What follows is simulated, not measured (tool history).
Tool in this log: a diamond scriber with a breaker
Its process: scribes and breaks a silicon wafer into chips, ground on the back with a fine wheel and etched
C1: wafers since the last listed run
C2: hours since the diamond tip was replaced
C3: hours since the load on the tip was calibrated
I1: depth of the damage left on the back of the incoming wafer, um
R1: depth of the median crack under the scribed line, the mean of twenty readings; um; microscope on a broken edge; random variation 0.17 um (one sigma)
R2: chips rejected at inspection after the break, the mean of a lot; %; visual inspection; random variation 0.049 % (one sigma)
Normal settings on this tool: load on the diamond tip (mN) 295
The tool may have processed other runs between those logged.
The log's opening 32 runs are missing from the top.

run 33 day=39.388 | load_on_the_diamond_tip_(mN)=237 | C1=81 C2=138.6 C3=480.6 | I1=0.65 | R1=10.61 R2=6.51
run 34 day=40.404 | load_on_the_diamond_tip_(mN)=228 | C1=63 C2=163.0 C3=505.0 | I1=0.53 | R1=10.30 R2=8.01
run 35 day=41.262 | load_on_the_diamond_tip_(mN)=241 | C1=53 C2=183.6 C3=525.6 | I1=0.39 | R1=10.41 R2=5.83
-- day=41.592 load on the tip recalibrated
run 36 day=42.154 | load_on_the_diamond_tip_(mN)=295 | C1=50 C2=205.0 C3=13.5 | I1=0.61 | R1=11.89 R2=1.75
run 37 day=43.512 | load_on_the_diamond_tip_(mN)=268 | C1=85 C2=237.6 C3=46.1 | I1=0.55 | R1=11.30 R2=2.58
run 38 day=44.221 | load_on_the_diamond_tip_(mN)=333 | C1=44 C2=254.6 C3=63.1 | I1=0.78 | R1=12.39 R2=3.20
run 39 day=44.896 | load_on_the_diamond_tip_(mN)=247 | C1=42 C2=270.8 C3=79.3 | I1=0.43 | R1=10.59 R2=5.03
run 40 day=46.371 | load_on_the_diamond_tip_(mN)=354 | C1=92 C2=306.2 C3=114.7 | I1=0.72 | R1=13.27 R2=5.25
run 41 day=47.200 | load_on_the_diamond_tip_(mN)=295 | C1=51 C2=326.1 C3=134.6 | I1=0.49 | R1=11.94 R2=1.69

What if the next run were any one of these 5? Each begins from the tool's condition after run 41:
run A day=47.225 | load_on_the_diamond_tip_(mN)=240 | C1=1 C2=326.7 C3=135.2 | I1=0.51 | R1=? R2=?
run B day=47.225 | load_on_the_diamond_tip_(mN)=371 | C1=1 C2=326.7 C3=135.2 | I1=0.51 | R1=? R2=?
run C day=47.225 | load_on_the_diamond_tip_(mN)=246 | C1=1 C2=326.7 C3=135.2 | I1=0.51 | R1=? R2=?
run D day=47.225 | load_on_the_diamond_tip_(mN)=211 | C1=1 C2=326.7 C3=135.2 | I1=0.51 | R1=? R2=?
run E day=47.225 | load_on_the_diamond_tip_(mN)=346 | C1=1 C2=326.7 C3=135.2 | I1=0.51 | R1=? R2=?

run=A R1=10.53 R2=5.76
run=B R1=13.62 R2=6.97
run=C R1=10.68 R2=4.85
run=D R1=9.79 R2=12.03
run=E R1=13.06 R2=4.20
With the hidden condition removed and each run's random variation left untouched, the same runs would have given:
run=A R1=10.53 R2=5.76
run=B R1=13.62 R2=6.97
run=C R1=10.68 R2=4.85
run=D R1=9.79 R2=12.03
run=E R1=13.06 R2=4.20
